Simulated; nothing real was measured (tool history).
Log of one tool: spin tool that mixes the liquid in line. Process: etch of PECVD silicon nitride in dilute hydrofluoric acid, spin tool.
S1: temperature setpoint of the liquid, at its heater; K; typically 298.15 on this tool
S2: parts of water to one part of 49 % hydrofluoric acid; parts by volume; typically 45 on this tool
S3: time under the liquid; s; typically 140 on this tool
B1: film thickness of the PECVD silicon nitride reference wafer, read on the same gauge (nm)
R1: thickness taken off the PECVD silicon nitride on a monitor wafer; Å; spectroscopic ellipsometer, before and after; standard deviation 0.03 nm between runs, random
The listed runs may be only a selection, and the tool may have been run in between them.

run,hour,S1,S2,S3,B1,R1
1,0.0,300.15,45,140,69.97,72.2
2,62.2,300.15,45,140,69.98,72.5
3,125.4,300.15,45,140,70.02,72.4
4,185.0,298.15,45,105,69.99,47.0
5,293.9,298.15,45,105,69.96,47.5
6,363.4,298.15,45,140,70.05,63.1
7,415.3,298.15,45,140,69.99,63.0
8,470.5,298.15,45,140,69.97,63.5
9,525.0,298.15,45,140,69.96,63.4
10,575.2,298.15,45,140,70.00,63.1
11,611.9,298.15,45,140,69.96,62.9
12,648.0,298.15,45,140,69.98,63.5
13,676.9,298.15,45,140,69.99,63.8
14,722.4,298.15,35,100,70.02,57.9
# hour 801.6: gauge calibrated
# hour 828.3: thermometer replaced
15,919.7,296.15,45,70,69.96,28.3
16,949.1,298.15,30,140,70.02,97.1
# hour 972.5: hydrofluoric acid flow meter replaced
17,1007.2,302.65,35,140,69.96,108.5
18,1044.7,298.15,45,205,69.99,92.8
19,1095.0,298.15,65,85,70.00,27.0

Run 20 comes next. What will it give?
20,1165.3,298.15,25,90,?,?

For run 20 the tool returned B1 70.00, R1 72.1 Å.
Take away the tool's hidden state, keep the run-to-run variation as it was, and the same run would have given R1 72.5 Å.
